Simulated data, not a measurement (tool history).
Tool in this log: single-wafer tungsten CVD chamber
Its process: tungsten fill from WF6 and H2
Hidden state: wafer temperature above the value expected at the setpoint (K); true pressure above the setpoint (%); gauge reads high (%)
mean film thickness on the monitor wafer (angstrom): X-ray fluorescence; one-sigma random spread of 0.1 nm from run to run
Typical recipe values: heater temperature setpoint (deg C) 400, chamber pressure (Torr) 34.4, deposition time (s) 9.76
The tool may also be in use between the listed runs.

run   hour  heater temperature setpoint (deg C)  chamber pressure (Torr)  deposition time (s)  wafers since the last listed run  hours since the last thermocouple change  hours since the last manometer calibration  hours since the showerhead was replaced  hours since the gauge calibration  read-back reference wafer on the same gauge, thickness_nm  mean film thickness on the monitor wafer (angstrom)
  1    0.0                                  407                     34.4                 9.76                                 0                                    1913.7                                      2603.5                                   5394.9                              150.2                                                     31.923                                               326.37
  2   33.0                                  400                     34.4                 9.76                              1074                                    1946.7                                      2636.5                                   5427.9                              183.2                                                     31.882                                               285.74
  3   45.9                                  400                     34.4                 9.76                               420                                    1959.6                                      2649.4                                   5440.8                              196.1                                                     31.902                                               285.21
  4   62.0                                  400                     27.9                 9.76                               524                                    1975.7                                      2665.5                                   5456.9                              212.2                                                     31.894                                               260.32
  5   78.5                                  400                     27.9                 9.76                               537                                    1992.2                                      2682.0                                   5473.4                              228.7                                                     31.905                                               260.18
  6   89.1                                  400                     27.9                 9.76                               345                                    2002.8                                      2692.6                                   5484.0                              239.3                                                     31.930                                               260.77
  7  103.8                                  400                     34.4                 9.76                               478                                    2017.5                                      2707.3                                   5498.7                              254.0                                                     31.887                                               284.73
  8  115.9                                  400                     34.4                 9.76                               394                                    2029.6                                      2719.4                                   5510.8                              266.1                                                     31.929                                               284.62
  9  126.4                                  400                     34.4                 9.76                               341                                    2040.1                                      2729.9                                   5521.3                              276.6                                                     31.914                                               284.00
 10  142.5                                  400                     34.4                 9.76                               524                                    2056.2                                      2746.0                                   5537.4                              292.7                                                     31.880                                               284.52
 11  154.6                                  400                     34.4                 9.76                               394                                    2068.3                                      2758.1                                   5549.5                              304.8                                                     31.870                                               284.71
 12  198.5                                  400                     34.4                 9.76                              1429                                    2112.2                                      2802.0                                   5593.4                              348.7                                                     31.913                                               282.99
 13  213.6                                  396                     30.0                 9.76                               491                                    2127.3                                      2817.1                                   5608.5                              363.8                                                     31.913                                               248.45
 14  222.6                                  396                     30.0                 9.76                               293                                    2136.3                                      2826.1                                   5617.5                              372.8                                                     31.936                                               249.02
 15  229.4                                  407                     39.6                10.72                               221                                    2143.1                                      2832.9                                   5624.3                              379.6                                                     31.866                                               375.55
     242.2  -- gauge calibrated
 16  243.1                                  400                     27.9                 9.76                               446                                    2156.8                                      2846.6                                   5638.0                                0.9                                                     31.890                                               260.20
     256.0  -- thermocouple changed; heater temperature recalibrated
 17  287.7                                  404                     41.2                 8.62                              1191                                      31.7                                      2891.2                                   5682.6                               45.5                                                     31.860                                               310.86
 18  301.0                                  411                     29.0                 9.76                               433                                      45.0                                      2904.5                                   5695.9                               58.8                                                     31.891                                               342.49
 19  312.7                                  404                     32.2                11.14                               381                                      56.7                                      2916.2                                   5707.6                               70.5                                                     31.881                                               365.26
 20  329.9                                  400                     34.4                 9.76                               560                                      73.9                                      2933.4                                   5724.8                               87.7                                                     31.921                                               305.56
 21  344.9                                  400                     34.4                11.29                               488                                      88.9                                      2948.4                                   5739.8                              102.7                                                     31.905                                               353.40
 22  356.2                                  400                     27.2                10.76                               368                                     100.2                                      2959.7                                   5751.1                              114.0                                                     31.878                                               302.81
 23  370.4                                  396                     34.4                 9.76                               462                                     114.4                                      2973.9                                   5765.3                              128.2                                                     31.916                                               282.17
 24  386.5                                  400                     34.4                 8.19                               524                                     130.5                                      2990.0                                   5781.4                              144.3                                                     31.931                                               255.42
 25  394.0                                  400                     34.4                 9.76                               244                                     138.0                                      2997.5                                   5788.9                              151.8                                                     31.886                                               301.71
     405.4  -- showerhead replaced
     421.8  -- capacitance manometer re-zeroed and calibrated
 26  443.1                                  409                     28.0                 9.76                              1077                                     187.1                                        21.3                                     37.7                              200.9                                                     31.874                                               326.30
 27  456.6                                  412                     34.4                 9.76                               439                                     200.6                                        34.8                                     51.2                              214.4                                                     31.890                                               370.14
 28  463.0                                  400                     34.4                 9.76                               208                                     207.0                                        41.2                                     57.6                              220.8                                                     31.903                                               303.09
 29  470.8                                  400                     41.0                 8.50                               254                                     214.8                                        49.0                                     65.4                              228.6                                                     31.903                                               284.04
 30  486.1                                  400                     39.3                 9.76                               498                                     230.1                                        64.3                                     80.7                              243.9                                                     31.897                                               319.97
 31  496.5                                  400                     34.4                 9.76                               338                                     240.5                                        74.7                                     91.1                              254.3                                                     31.881                                               304.72
 32  508.1                                  400                     34.4                 8.92                               377                                     252.1                                        86.3                                    102.7                              265.9                                                     31.906                                               274.48
 33  535.1                                  400                     34.4                 9.76                               879                                     279.1                                       113.3                                    129.7                              292.9                                                     31.912                                               302.16
 34  549.0                                  400                     26.9                10.76                               452                                     293.0                                       127.2                                    143.6                              306.8                                                     31.903                                               301.13

Predict the results of run 35:
 35  559.1                                  400                     34.4                 9.76                               328                                     303.1                                       137.3                                    153.7                              316.9                                                          ?                                                    ?

{"run 35": {"read-back reference wafer on the same gauge, thickness_nm": 31.897, "mean film thickness on the monitor wafer (angstrom)": 302.16}}
Without the tool's hidden state the same run would have given mean film thickness on the monitor wafer (angstrom) 299.81.
